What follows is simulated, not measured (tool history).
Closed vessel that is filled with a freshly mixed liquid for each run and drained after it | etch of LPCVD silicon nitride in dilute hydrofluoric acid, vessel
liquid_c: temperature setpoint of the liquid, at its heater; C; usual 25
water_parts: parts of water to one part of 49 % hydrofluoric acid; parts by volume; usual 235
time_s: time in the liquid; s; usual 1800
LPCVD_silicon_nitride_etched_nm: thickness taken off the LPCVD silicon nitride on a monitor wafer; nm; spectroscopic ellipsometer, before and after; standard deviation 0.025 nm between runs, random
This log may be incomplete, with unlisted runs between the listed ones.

run	day	liquid_c	water_parts	time_s	read-back film thickness of the LPCVD silicon nitride reference wafer, read on the same gauge (nm)	LPCVD_silicon_nitride_etched_nm
1	0	27	235	1800	119.986	4.532
2	3.025	27	235	1800	119.962	4.495
# day 3.35: gauge calibrated
3	5.062	25	235	1210	120.008	2.699
4	8.079	25	235	1800	120.023	3.971
# day 9.108: thermometer replaced
5	10.662	25	235	1800	119.985	4.069
6	12.771	25	235	1800	120.016	4.046
7	16.067	25	165	1800	120.059	5.802
8	21.688	25	235	1800	120	4.041
9	25.621	25	235	1800	120.015	4.054
10	27.258	23	235	1380	119.981	2.761
11	31.621	25	145	2620	120.026	9.522
12	35.704	28.5	355	2465	120.044	4.559
13	37.512	25	195	1330	119.987	3.606
14	40.221	30	235	1800	120.038	5.472
# day 41.254: hydrofluoric acid flow meter replaced
15	43.079	22	295	1800	120.002	2.692
16	46.929	23.5	335	2590	119.996	3.745
17	56.108	28	185	1800	120.006	6.174
18	58.554	20.5	235	1335	120.023	2.254
19	62.896	29.5	155	1095	119.988	4.865
20	66.975	25	235	1340	119.973	3.008
21	72.208	21.5	130	925	120.017	2.97
22	73.758	25	235	1800	119.998	4.011
23	75.375	22.5	270	2780	119.973	4.596
24	77.312	25	235	1800	119.966	4.026
25	81.804	21.5	235	2145	119.972	3.844
26	85.079	20.5	235	1800	120.002	3.041
27	88.95	22.5	280	1800	119.991	2.873
28	92.975	27.5	290	1800	120.004	3.795
29	96.992	25	235	1800	120.008	3.986
30	99.246	25	235	1800	120.017	4.008
31	102.221	22.5	235	1800	119.978	3.427
32	104.817	20	145	885	119.998	2.281
33	108.583	29	235	2395	119.986	6.772

The tool's hidden state at each run:
hydrofluoric acid flow above the setpoint (%): 0 on each run
gauge reads high (%): 0 on each run
H1: liquid colder than its thermometer reads (K)
run	H1
1	0.426
2	0.437
3	0.445
4	0.457
5	0.0833
6	0.0914
7	0.104
8	0.126
9	0.141
10	0.148
11	0.164
12	0.18
13	0.187
14	0.198
15	0.209
16	0.224
17	0.259
18	0.269
19	0.286
20	0.301
21	0.322
22	0.328
23	0.334
24	0.341
25	0.359
26	0.371
27	0.386
28	0.402
29	0.418
30	0.426
31	0.438
32	0.448
33	0.462
